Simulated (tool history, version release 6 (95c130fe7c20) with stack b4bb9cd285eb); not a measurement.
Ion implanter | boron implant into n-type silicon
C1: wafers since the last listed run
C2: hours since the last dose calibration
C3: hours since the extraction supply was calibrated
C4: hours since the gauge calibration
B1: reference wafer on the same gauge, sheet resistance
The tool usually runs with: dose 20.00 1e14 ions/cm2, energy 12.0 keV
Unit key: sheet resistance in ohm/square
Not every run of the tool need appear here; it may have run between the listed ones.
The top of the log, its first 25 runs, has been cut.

Run 26, hour 283.1: usual settings but dose 22.54 1e14 ions/cm2, energy 14.0 keV; C1 81; C2 170.7; C3 159.5; C4 50.5; B1 139.00. Result: sheet resistance 104.69 ohm/square.
Run 27, hour 295.5: usual settings; C1 121; C2 183.1; C3 171.9; C4 62.9; B1 139.01. Result: sheet resistance 116.37 ohm/square.
Run 28, hour 305.6: usual settings but dose 17.08 1e14 ions/cm2, energy 10.0 keV; C1 98; C2 193.2; C3 182.0; C4 73.0; B1 139.07. Result: sheet resistance 132.70 ohm/square.
Run 29, hour 317.4: usual settings but dose 25.89 1e14 ions/cm2, energy 13.5 keV; C1 115; C2 205.0; C3 193.8; C4 84.8; B1 138.98. Result: sheet resistance 102.35 ohm/square.
Run 30, hour 330.7: usual settings but dose 18.38 1e14 ions/cm2; C1 129; C2 218.3; C3 207.1; C4 98.1; B1 139.05. Result: sheet resistance 119.49 ohm/square.
Run 31, hour 337.0: usual settings but dose 22.54 1e14 ions/cm2, energy 14.0 keV; C1 61; C2 224.6; C3 213.4; C4 104.4; B1 138.98. Result: sheet resistance 104.28 ohm/square.
Run 32, hour 345.4: usual settings; C1 82; C2 233.0; C3 221.8; C4 112.8; B1 139.01. Result: sheet resistance 116.15 ohm/square.
Run 33, hour 355.3: usual settings but dose 24.59 1e14 ions/cm2; C1 96; C2 242.9; C3 231.7; C4 122.7; B1 139.01. Result: sheet resistance 110.91 ohm/square.
Run 34, hour 369.6: usual settings but dose 23.43 1e14 ions/cm2; C1 139; C2 257.2; C3 246.0; C4 137.0; B1 139.02. Result: sheet resistance 111.80 ohm/square.
Run 35, hour 385.8: usual settings but dose 23.54 1e14 ions/cm2, energy 8.0 keV; C1 158; C2 273.4; C3 262.2; C4 153.2; B1 139.01. Result: sheet resistance 140.88 ohm/square.

What does the tool deliver on the next run?
Run 36, hour 395.8: usual settings but dose 14.09 1e14 ions/cm2, energy 9.5 keV; C1 97; C2 283.4; C3 272.2; C4 163.2; B1 ?. Result: sheet resistance ?.

{"run 36": {"B1": 139.02, "sheet resistance": 143.88}}
If the tool had no hidden condition, the same run with the same run-to-run variation would have returned sheet resistance 143.88 ohm/square.
